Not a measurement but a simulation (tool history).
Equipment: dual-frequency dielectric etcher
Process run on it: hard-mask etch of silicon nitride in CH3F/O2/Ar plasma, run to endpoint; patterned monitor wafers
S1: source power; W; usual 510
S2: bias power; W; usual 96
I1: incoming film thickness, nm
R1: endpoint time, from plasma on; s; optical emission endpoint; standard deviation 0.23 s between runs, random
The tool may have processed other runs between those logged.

| run | day | S1 | S2 | I1 | R1 |
|---|---|---|---|---|---|
| 1 | 0 | 580 | 87 | 52.7 | 58.1 |
| 2 | 3.796 | 510 | 96 | 52.8 | 59 |
| 3 | 6.779 | 510 | 96 | 52.7 | 58.2 |
| 4 | 11.104 | 510 | 96 | 52.7 | 57.5 |
| 5 | 13.733 | 510 | 96 | 52.9 | 58.4 |
| 6 | 15.929 | 510 | 96 | 52 | 57.2 |
| 7 | 17.858 | 510 | 96 | 52.3 | 57 |
| 8 | 20.388 | 510 | 96 | 52.1 | 56.7 |
|  | 22.467 | wet clean of the chamber |
| 9 | 22.875 | 510 | 96 | 52.1 | 58.7 |
|  | 27.604 | upper electrode replaced |
| 10 | 27.625 | 510 | 96 | 52.8 | 58.9 |
| 11 | 29.338 | 510 | 96 | 52.6 | 58.7 |
| 12 | 33.067 | 560 | 102 | 52.4 | 54.2 |
| 13 | 35.362 | 560 | 102 | 52.9 | 54.3 |
| 14 | 38.112 | 560 | 102 | 53 | 54.2 |
|  | 38.788 | bias power generator calibrated |
| 15 | 39.917 | 510 | 96 | 52.1 | 56.8 |
| 16 | 44.158 | 600 | 75 | 52.2 | 58.4 |
| 17 | 47.592 | 470 | 96 | 52.4 | 59.2 |
|  | 50.154 | wet clean of the chamber |
| 18 | 51.617 | 390 | 117 | 52.2 | 61.4 |
| 19 | 53.754 | 580 | 110 | 52 | 52.1 |
| 20 | 56.85 | 560 | 102 | 52 | 54.3 |
| 21 | 60.762 | 510 | 96 | 52.3 | 58.4 |
|  | 61.992 | source power generator calibrated |
| 22 | 63.396 | 460 | 76 | 52.4 | 66.2 |
| 23 | 65.288 | 510 | 96 | 52.6 | 57.1 |
| 24 | 69.392 | 510 | 96 | 52.5 | 56.7 |
| 25 | 71.996 | 420 | 78 | 52.8 | 67.5 |
| 26 | 73.546 | 470 | 76 | 52.2 | 64 |
| 27 | 75.254 | 600 | 106 | 53 | 50.5 |
|  | 77 | wet clean of the chamber |
| 28 | 78.492 | 510 | 96 | 51.6 | 57 |
| 29 | 85.65 | 580 | 88 | 52.3 | 56.3 |
| 30 | 89.988 | 510 | 96 | 52.1 | 56.1 |
| 31 | 93.938 | 570 | 78 | 52.5 | 59 |
| 32 | 95.783 | 510 | 96 | 52.2 | 55.9 |
| 33 | 99.258 | 600 | 96 | 52.4 | 52.4 |
| 34 | 101.5 | 510 | 86 | 53 | 59.1 |
|  | 105.342 | wet clean of the chamber |
| 35 | 105.362 | 550 | 111 | 52.2 | 53 |
| 36 | 108.5 | 430 | 96 | 52.3 | 63.4 |

3 ways to go on from here, each from the tool as it stands after run 36. What would each give?
| A | 108.517 | 420 | 96 | 52.2 | ? |
| B | 108.517 | 550 | 113 | 52.2 | ? |
| C | 108.517 | 420 | 105 | 52.2 | ? |

| run | R1 |
|---|---|
| A | 63.9 |
| B | 52.6 |
| C | 61.5 |
Without the tool's unlogged condition, the same runs would have read:
| run | R1 |
|---|---|
| A | 63.2 |
| B | 52 |
| C | 60.8 |

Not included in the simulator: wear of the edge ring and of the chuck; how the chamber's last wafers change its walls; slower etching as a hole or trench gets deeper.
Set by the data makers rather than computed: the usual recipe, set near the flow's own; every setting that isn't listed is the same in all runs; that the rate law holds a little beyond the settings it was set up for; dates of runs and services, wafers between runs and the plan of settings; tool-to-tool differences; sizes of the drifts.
